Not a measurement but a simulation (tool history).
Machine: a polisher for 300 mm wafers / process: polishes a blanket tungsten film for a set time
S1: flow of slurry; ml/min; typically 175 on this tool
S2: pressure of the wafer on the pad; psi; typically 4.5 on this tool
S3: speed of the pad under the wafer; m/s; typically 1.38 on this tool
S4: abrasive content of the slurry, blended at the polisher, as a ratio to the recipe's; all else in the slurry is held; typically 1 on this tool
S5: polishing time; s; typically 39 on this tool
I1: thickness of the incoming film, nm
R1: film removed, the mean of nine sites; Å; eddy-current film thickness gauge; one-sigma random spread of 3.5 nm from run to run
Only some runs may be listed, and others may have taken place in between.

run	hour	S1	S2	S3	S4	S5	I1	R1
1	0	175	4.5	1.38	1	39	977.4	3489
# hour 71.3: slurry tank refilled with fresh slurry and peroxide
2	71.8	175	4.5	1.38	1	39	961.3	3441
# hour 118.8: head pressure recalibrated
3	139.8	175	4.5	1.38	1	39	971.6	3401
# hour 204.9: slurry nozzle cleaned
4	210.5	175	4.5	1.38	1	39	959.2	3417
# hour 232.4: worn pad replaced by a new one
5	243.2	175	4.5	1.68	1.2	39	971.3	4355
# hour 301.3: slurry blender recalibrated
6	301.8	175	4.5	1.02	1	39	968.6	2498
7	336	225	4.5	1.38	1	39	967.7	3553
8	378.3	175	4.5	0.92	1	47	977.5	2786
9	440.7	125	4.5	1.38	1	39	986.8	3297
10	468.7	175	5.9	1.38	1.15	39	955.6	4672
11	501.6	125	5.6	1.38	1	33	964.5	3512
# hour 548.4: slurry tank refilled with fresh slurry and peroxide
12	551.5	230	4.5	1.68	1	39	962.4	4322
13	614.8	225	4.5	1.58	1	39	980.9	4042
# hour 620.4: head pressure recalibrated
14	677.2	175	5.1	1.14	1	39	951.2	3248
15	726.1	175	4.5	1.38	1	39	978.2	3457
# hour 732.3: worn pad replaced by a new one
16	768.9	175	3.2	0.92	1	43	967.5	1773
17	807.2	190	4.5	1.38	1	44	975.1	3840
# hour 831.1: slurry blender recalibrated
18	868.4	175	5.1	1.38	1	39	985.3	3914
19	902.2	175	4.5	1.38	1	53	987.3	4697
20	939.6	220	5.9	1.82	1	51	972.6	7977
# hour 962.8: slurry tank refilled with fresh slurry and peroxide
21	1005.6	140	4.5	1.38	1	39	967.7	3375
# hour 1051.2: slurry nozzle cleaned
22	1071.9	175	4.5	1.38	1	39	970.6	3423
23	1123.8	175	3.1	1.6	0.8	39	966.4	2608
# hour 1133.8: worn pad replaced by a new one
# hour 1166.1: head pressure recalibrated
24	1166.6	125	5	1.38	1	39	983.4	3625
25	1222.4	175	4.5	1.38	1.15	39	981.7	3546
26	1254.3	220	4.5	1.38	1	39	971.6	3544
# hour 1344.9: slurry blender recalibrated
27	1349.7	175	4.5	1.38	1	39	984.8	3430

Branching from run 27: 3 alternative next runs. What would each branch give?
A	1350.1	175	4.5	1.38	1	39	979.8	?
B	1350.1	175	4.5	1.38	1.15	45	979.8	?
C	1350.1	175	5.3	1.68	1	39	979.8	?

run	R1
A	3532
B	4215
C	5064
Stripped of hidden state, with their random variation kept, the same runs would have yielded:
run	R1
A	3532
B	4215
C	5064
